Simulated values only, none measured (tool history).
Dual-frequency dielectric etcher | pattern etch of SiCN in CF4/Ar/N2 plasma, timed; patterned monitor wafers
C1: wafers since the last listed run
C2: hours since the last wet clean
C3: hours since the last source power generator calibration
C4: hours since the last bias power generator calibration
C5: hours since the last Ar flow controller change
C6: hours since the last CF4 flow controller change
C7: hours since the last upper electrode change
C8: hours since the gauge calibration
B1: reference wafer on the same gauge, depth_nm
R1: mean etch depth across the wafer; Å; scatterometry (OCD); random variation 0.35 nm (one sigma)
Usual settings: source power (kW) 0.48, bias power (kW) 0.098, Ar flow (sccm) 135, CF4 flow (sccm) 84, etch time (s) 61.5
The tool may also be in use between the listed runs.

{"run": 1, "hour": 0.0, "source power (kW)": 0.48, "bias power (kW)": 0.098, "Ar flow (sccm)": 135, "CF4 flow (sccm)": 84, "etch time (s)": 55.5, "C1": 0, "C2": 422.4, "C3": 3983.2, "C4": 4378.3, "C5": 2941, "C6": 2453.6, "C7": 4105.6, "C8": 701.2, "B1": 54.7, "R1": 552}
{"run": 2, "hour": 24.9, "source power (kW)": 0.48, "bias power (kW)": 0.098, "Ar flow (sccm)": 135, "CF4 flow (sccm)": 89, "etch time (s)": 61.5, "C1": 324, "C2": 447.3, "C3": 4008.1, "C4": 4403.2, "C5": 2965.9, "C6": 2478.5, "C7": 4130.5, "C8": 726.1, "B1": 54.7, "R1": 615}
{"run": 3, "hour": 95.7, "source power (kW)": 0.48, "bias power (kW)": 0.098, "Ar flow (sccm)": 135, "CF4 flow (sccm)": 89, "etch time (s)": 61.5, "C1": 922, "C2": 518.1, "C3": 4078.9, "C4": 4474, "C5": 3036.7, "C6": 2549.3, "C7": 4201.3, "C8": 796.9, "B1": 54.6, "R1": 606}
{"hour": 124.0, "done": "wet clean of the chamber"}
{"run": 4, "hour": 135.3, "source power (kW)": 0.48, "bias power (kW)": 0.098, "Ar flow (sccm)": 135, "CF4 flow (sccm)": 84, "etch time (s)": 69.5, "C1": 203, "C2": 11.3, "C3": 4118.5, "C4": 4513.6, "C5": 3076.3, "C6": 2588.9, "C7": 4240.9, "C8": 836.5, "B1": 54.6, "R1": 703}
{"run": 5, "hour": 182.3, "source power (kW)": 0.48, "bias power (kW)": 0.098, "Ar flow (sccm)": 135, "CF4 flow (sccm)": 84, "etch time (s)": 69.5, "C1": 612, "C2": 58.3, "C3": 4165.5, "C4": 4560.6, "C5": 3123.3, "C6": 2635.9, "C7": 4287.9, "C8": 883.5, "B1": 54.6, "R1": 706}
{"run": 6, "hour": 256.7, "source power (kW)": 0.48, "bias power (kW)": 0.098, "Ar flow (sccm)": 135, "CF4 flow (sccm)": 84, "etch time (s)": 69.5, "C1": 969, "C2": 132.7, "C3": 4239.9, "C4": 4635, "C5": 3197.7, "C6": 2710.3, "C7": 4362.3, "C8": 957.9, "B1": 54.7, "R1": 697}
{"run": 7, "hour": 309.0, "source power (kW)": 0.48, "bias power (kW)": 0.098, "Ar flow (sccm)": 135, "CF4 flow (sccm)": 84, "etch time (s)": 61.5, "C1": 681, "C2": 185, "C3": 4292.2, "C4": 4687.3, "C5": 3250, "C6": 2762.6, "C7": 4414.6, "C8": 1010.2, "B1": 54.8, "R1": 612}
{"hour": 354.6, "done": "gauge calibrated"}
{"hour": 365.6, "done": "source power generator calibrated"}
{"run": 8, "hour": 366.7, "source power (kW)": 0.48, "bias power (kW)": 0.098, "Ar flow (sccm)": 135, "CF4 flow (sccm)": 84, "etch time (s)": 61.5, "C1": 699, "C2": 242.7, "C3": 1.1, "C4": 4745, "C5": 3307.7, "C6": 2820.3, "C7": 4472.3, "C8": 12.1, "B1": 54.8, "R1": 612}
{"hour": 395.4, "done": "CF4 flow controller replaced"}
{"run": 9, "hour": 427.9, "source power (kW)": 0.48, "bias power (kW)": 0.098, "Ar flow (sccm)": 135, "CF4 flow (sccm)": 84, "etch time (s)": 61.5, "C1": 719, "C2": 303.9, "C3": 62.3, "C4": 4806.2, "C5": 3368.9, "C6": 32.5, "C7": 4533.5, "C8": 73.3, "B1": 54.7, "R1": 610}
{"run": 10, "hour": 470.2, "source power (kW)": 0.48, "bias power (kW)": 0.098, "Ar flow (sccm)": 135, "CF4 flow (sccm)": 84, "etch time (s)": 61.5, "C1": 551, "C2": 346.2, "C3": 104.6, "C4": 4848.5, "C5": 3411.2, "C6": 74.8, "C7": 4575.8, "C8": 115.6, "B1": 54.6, "R1": 601}
{"hour": 502.2, "done": "Ar flow controller replaced"}
{"run": 11, "hour": 539.6, "source power (kW)": 0.48, "bias power (kW)": 0.089, "Ar flow (sccm)": 116, "CF4 flow (sccm)": 94, "etch time (s)": 50.5, "C1": 826, "C2": 415.6, "C3": 174, "C4": 4917.9, "C5": 37.4, "C6": 144.2, "C7": 4645.2, "C8": 185, "B1": 54.7, "R1": 505}
{"hour": 637.2, "done": "wet clean of the chamber"}
{"run": 12, "hour": 681.3, "source power (kW)": 0.48, "bias power (kW)": 0.098, "Ar flow (sccm)": 135, "CF4 flow (sccm)": 84, "etch time (s)": 61.5, "C1": 1534, "C2": 44.1, "C3": 315.7, "C4": 5059.6, "C5": 179.1, "C6": 285.9, "C7": 4786.9, "C8": 326.7, "B1": 54.5, "R1": 623}
{"run": 13, "hour": 713.6, "source power (kW)": 0.48, "bias power (kW)": 0.098, "Ar flow (sccm)": 135, "CF4 flow (sccm)": 103, "etch time (s)": 66.5, "C1": 420, "C2": 76.4, "C3": 348, "C4": 5091.9, "C5": 211.4, "C6": 318.2, "C7": 4819.2, "C8": 359, "B1": 54.6, "R1": 688}
{"hour": 718.2, "done": "bias power generator calibrated"}
{"hour": 746.5, "done": "upper electrode replaced"}
{"run": 14, "hour": 776.9, "source power (kW)": 0.48, "bias power (kW)": 0.098, "Ar flow (sccm)": 135, "CF4 flow (sccm)": 84, "etch time (s)": 61.5, "C1": 460, "C2": 139.7, "C3": 411.3, "C4": 58.7, "C5": 274.7, "C6": 381.5, "C7": 30.4, "C8": 422.3, "B1": 54.7, "R1": 622}
{"run": 15, "hour": 824.7, "source power (kW)": 0.48, "bias power (kW)": 0.108, "Ar flow (sccm)": 135, "CF4 flow (sccm)": 67, "etch time (s)": 61.5, "C1": 622, "C2": 187.5, "C3": 459.1, "C4": 106.5, "C5": 322.5, "C6": 429.3, "C7": 78.2, "C8": 470.1, "B1": 54.7, "R1": 628}
{"run": 16, "hour": 863.1, "source power (kW)": 0.45, "bias power (kW)": 0.098, "Ar flow (sccm)": 135, "CF4 flow (sccm)": 69, "etch time (s)": 61.5, "C1": 500, "C2": 225.9, "C3": 497.5, "C4": 144.9, "C5": 360.9, "C6": 467.7, "C7": 116.6, "C8": 508.5, "B1": 54.7, "R1": 572}
{"run": 17, "hour": 896.8, "source power (kW)": 0.48, "bias power (kW)": 0.098, "Ar flow (sccm)": 146, "CF4 flow (sccm)": 84, "etch time (s)": 61.5, "C1": 439, "C2": 259.6, "C3": 531.2, "C4": 178.6, "C5": 394.6, "C6": 501.4, "C7": 150.3, "C8": 542.2, "B1": 54.8, "R1": 608}
{"run": 18, "hour": 925.4, "source power (kW)": 0.48, "bias power (kW)": 0.089, "Ar flow (sccm)": 116, "CF4 flow (sccm)": 94, "etch time (s)": 50.5, "C1": 372, "C2": 288.2, "C3": 559.8, "C4": 207.2, "C5": 423.2, "C6": 530, "C7": 178.9, "C8": 570.8, "B1": 54.6, "R1": 509}
{"run": 19, "hour": 970.5, "source power (kW)": 0.48, "bias power (kW)": 0.098, "Ar flow (sccm)": 112, "CF4 flow (sccm)": 84, "etch time (s)": 61.5, "C1": 587, "C2": 333.3, "C3": 604.9, "C4": 252.3, "C5": 468.3, "C6": 575.1, "C7": 224, "C8": 615.9, "B1": 54.7, "R1": 632}

3 ways to go on from here, each from the tool as it stands after run 19. What would each give?
{"run": "A", "hour": 970.9, "source power (kW)": 0.48, "bias power (kW)": 0.098, "Ar flow (sccm)": 135, "CF4 flow (sccm)": 84, "etch time (s)": 61.5, "C1": 5, "C2": 333.7, "C3": 605.3, "C4": 252.7, "C5": 468.7, "C6": 575.5, "C7": 224.4, "C8": 616.3, "B1": "?", "R1": "?"}
{"run": "B", "hour": 970.9, "source power (kW)": 0.48, "bias power (kW)": 0.078, "Ar flow (sccm)": 135, "CF4 flow (sccm)": 84, "etch time (s)": 61.5, "C1": 5, "C2": 333.7, "C3": 605.3, "C4": 252.7, "C5": 468.7, "C6": 575.5, "C7": 224.4, "C8": 616.3, "B1": "?", "R1": "?"}
{"run": "C", "hour": 970.9, "source power (kW)": 0.48, "bias power (kW)": 0.092, "Ar flow (sccm)": 135, "CF4 flow (sccm)": 84, "etch time (s)": 72.5, "C1": 5, "C2": 333.7, "C3": 605.3, "C4": 252.7, "C5": 468.7, "C6": 575.5, "C7": 224.4, "C8": 616.3, "B1": "?", "R1": "?"}

run=A B1=54.7 R1=613
run=B B1=54.7 R1=569
run=C B1=54.7 R1=708
Without the tool's hidden state the same runs would have given:
run=A R1=630
run=B R1=585
run=C R1=727

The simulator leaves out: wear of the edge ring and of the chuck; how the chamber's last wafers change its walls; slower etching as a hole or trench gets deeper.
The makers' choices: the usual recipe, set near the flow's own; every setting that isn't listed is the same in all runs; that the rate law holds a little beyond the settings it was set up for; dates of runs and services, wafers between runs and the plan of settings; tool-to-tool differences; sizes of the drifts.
